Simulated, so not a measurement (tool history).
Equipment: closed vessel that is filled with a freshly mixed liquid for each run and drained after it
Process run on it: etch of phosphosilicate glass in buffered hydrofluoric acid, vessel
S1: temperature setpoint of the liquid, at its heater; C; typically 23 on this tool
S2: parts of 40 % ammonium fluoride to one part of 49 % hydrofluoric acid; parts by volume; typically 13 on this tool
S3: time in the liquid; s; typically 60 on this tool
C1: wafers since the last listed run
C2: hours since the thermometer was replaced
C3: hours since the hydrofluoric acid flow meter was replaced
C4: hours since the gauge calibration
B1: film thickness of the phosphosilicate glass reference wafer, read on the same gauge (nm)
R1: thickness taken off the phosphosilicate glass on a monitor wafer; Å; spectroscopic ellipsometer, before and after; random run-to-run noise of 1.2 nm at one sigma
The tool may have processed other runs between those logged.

| run | hour | S1 | S2 | S3 | C1 | C2 | C3 | C4 | B1 | R1 |
|---|---|---|---|---|---|---|---|---|---|---|
| 1 | 0 | 23 | 14.5 | 85 | 0 | 1191.6 | 264.3 | 20.3 | 150.04 | 1594.7 |
| 2 | 11 | 23 | 14.5 | 85 | 745 | 1202.6 | 275.3 | 31.3 | 150.04 | 1592.7 |
| 3 | 21.6 | 23 | 13 | 60 | 718 | 1213.2 | 285.9 | 41.9 | 149.99 | 1240.9 |
| 4 | 30.1 | 23 | 13 | 60 | 576 | 1221.7 | 294.4 | 50.4 | 149.97 | 1234 |
| 5 | 47 | 23 | 13 | 60 | 1145 | 1238.6 | 311.3 | 67.3 | 150.03 | 1230.8 |
| 6 | 61.1 | 23 | 13 | 60 | 955 | 1252.7 | 325.4 | 81.4 | 149.93 | 1220.9 |
| 7 | 67.1 | 19 | 13 | 60 | 406 | 1258.7 | 331.4 | 87.4 | 149.99 | 975.2 |
| 8 | 78.7 | 23 | 13 | 60 | 786 | 1270.3 | 343 | 99 | 149.98 | 1211 |
| 9 | 85.5 | 23 | 13 | 60 | 460 | 1277.1 | 349.8 | 105.8 | 150.03 | 1202.7 |
|  | 89.7 | gauge calibrated |
| 10 | 91.6 | 23 | 13 | 60 | 413 | 1283.2 | 355.9 | 1.9 | 150.02 | 1237.5 |
| 11 | 106.5 | 23 | 13 | 60 | 1010 | 1298.1 | 370.8 | 16.8 | 150.01 | 1206.3 |
| 12 | 114.3 | 26.5 | 18 | 35 | 528 | 1305.9 | 378.6 | 24.6 | 149.99 | 611.9 |
| 13 | 125 | 23 | 18 | 75 | 725 | 1316.6 | 389.3 | 35.3 | 149.99 | 1090.6 |
|  | 134 | hydrofluoric acid flow meter replaced |
| 14 | 137.3 | 23 | 10 | 70 | 766 | 1328.9 | 3.3 | 47.6 | 150.02 | 2057.4 |
| 15 | 144.2 | 23 | 13 | 60 | 467 | 1335.8 | 10.2 | 54.5 | 150.07 | 1354.5 |
| 16 | 153.3 | 20.5 | 11 | 35 | 616 | 1344.9 | 19.3 | 63.6 | 150.04 | 808.9 |
|  | 157.1 | thermometer replaced |
| 17 | 166.7 | 19.5 | 13 | 45 | 840 | 9.6 | 32.7 | 77 | 150 | 824.1 |
| 18 | 177 | 23 | 13 | 40 | 698 | 19.9 | 43 | 87.3 | 149.97 | 897 |
| 19 | 190.1 | 23 | 13 | 40 | 888 | 33 | 56.1 | 100.4 | 150 | 883.6 |
|  | 200 | gauge calibrated |
| 20 | 202.8 | 23 | 13 | 60 | 860 | 45.7 | 68.8 | 2.8 | 150.02 | 1335.3 |
| 21 | 215.5 | 23 | 13 | 60 | 860 | 58.4 | 81.5 | 15.5 | 150.02 | 1323.4 |
| 22 | 221.5 | 25.5 | 8.5 | 30 | 406 | 64.4 | 87.5 | 21.5 | 149.97 | 1102.7 |

Table of differences, measured result less the result of that run with no hidden state. Run-to-run variation is the same in both. Gauge scatter possibly is not:
Hidden state at play: liquid hotter than its thermometer reads (K); hydrofluoric acid flow below the setpoint (%); gauge reads high (%).
| run | R1 |
|---|---|
| 1 | -137.8 |
| 2 | -143.1 |
| 3 | -115.4 |
| 4 | -118.1 |
| 5 | -124.4 |
| 6 | -129.1 |
| 7 | -105.2 |
| 8 | -135.1 |
| 9 | -136.9 |
| 10 | -143.4 |
| 11 | -145.7 |
| 12 | -73.1 |
| 13 | -133.3 |
| 14 | -4.6 |
| 15 | -5.6 |
| 16 | -5.3 |
| 17 | -8.5 |
| 18 | -11.7 |
| 19 | -14.7 |
| 20 | -26.9 |
| 21 | -31.3 |
| 22 | -30.9 |
